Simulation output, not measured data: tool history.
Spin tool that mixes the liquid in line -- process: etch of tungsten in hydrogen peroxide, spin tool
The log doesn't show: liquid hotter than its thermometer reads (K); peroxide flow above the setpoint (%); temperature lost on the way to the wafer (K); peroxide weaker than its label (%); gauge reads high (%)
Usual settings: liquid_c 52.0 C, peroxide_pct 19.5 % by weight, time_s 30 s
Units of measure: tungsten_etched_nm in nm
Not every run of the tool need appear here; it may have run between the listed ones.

run    day  liquid_c  peroxide_pct  time_s  wafers since the last listed run  hours since the thermometer was replaced  hours since the peroxide flow meter was replaced  hours since the heated supply line was repaired  hours since the drum of peroxide was connected  hours since the gauge calibration  read-back film thickness of the tungsten reference wafer, read on the same gauge (nm)  tungsten_etched_nm
  1  0.000      52.0          19.5      30                                 0                                    1883.2                                            1784.7                                            790.7                                           800.2                              120.0                                                                                  39.97               45.14
  2  0.358      52.0          19.5      30                               135                                    1891.8                                            1793.3                                            799.3                                           808.8                              128.6                                                                                  40.03               44.97
  3  0.758      52.0          19.5      30                               150                                    1901.4                                            1802.9                                            808.9                                           818.4                              138.2                                                                                  39.98               45.37
  4  1.067      52.0          19.5      30                               116                                    1908.8                                            1810.3                                            816.3                                           825.8                              145.6                                                                                  40.00               44.95
  5  1.800      59.5          19.5      25                               276                                    1926.4                                            1827.9                                            833.9                                           843.4                              163.2                                                                                  40.00               59.66
     2.342  -- thermometer replaced
  6  2.375      59.5          19.5      25                               201                                       0.8                                            1841.7                                            847.7                                           857.2                              177.0                                                                                  40.00               57.56
  7  2.858      59.5          19.5      25                               182                                      12.4                                            1853.3                                            859.3                                           868.8                              188.6                                                                                  40.00               59.50
  8  3.133      52.0          19.5      30                               103                                      19.0                                            1859.9                                            865.9                                           875.4                              195.2                                                                                  40.00               44.30
     3.233  -- new drum of peroxide connected
     3.300  -- gauge calibrated
  9  3.400      58.5          22.5      30                                84                                      25.4                                            1866.3                                            872.3                                             4.0                                2.4                                                                                  40.02               70.52
 10  4.288      47.5          15.5      20                               334                                      46.7                                            1887.6                                            893.6                                            25.3                               23.7                                                                                  39.98               20.06
     4.596  -- peroxide flow meter replaced
 11  4.617      48.0          19.5      45                               108                                      54.6                                               0.5                                            901.5                                            33.2                               31.6                                                                                  40.01               51.20
 12  5.158      58.5          14.5      20                               204                                      67.6                                              13.5                                            914.5                                            46.2                               44.6                                                                                  40.00               37.64
     5.442  -- heated supply line repaired
 13  5.462      46.0          16.0      30                                98                                      74.9                                              20.8                                              0.5                                            53.5                               51.9                                                                                  39.98               34.90
 14  5.988      52.0          13.5      45                               197                                      87.5                                              33.4                                             13.1                                            66.1                               64.5                                                                                  39.94               69.63
 15  6.504      52.0          19.5      30                               194                                      99.9                                              45.8                                             25.5                                            78.5                               76.9                                                                                  40.00               54.82
 16  7.133      52.0          19.5      30                               237                                     115.0                                              60.9                                             40.6                                            93.6                               92.0                                                                                  40.01               54.26

Results for each run, recomputed without the tool's hidden state and with each run's random variation untouched:
run  tungsten_etched_nm
  1               57.96
  2               57.89
  3               58.56
  4               58.15
  5               76.66
  6               74.27
  7               77.00
  8               58.13
  9               91.73
 10               26.75
 11               68.39
 12               49.55
 13               36.77
 14               73.48
 15               58.07
 16               57.72

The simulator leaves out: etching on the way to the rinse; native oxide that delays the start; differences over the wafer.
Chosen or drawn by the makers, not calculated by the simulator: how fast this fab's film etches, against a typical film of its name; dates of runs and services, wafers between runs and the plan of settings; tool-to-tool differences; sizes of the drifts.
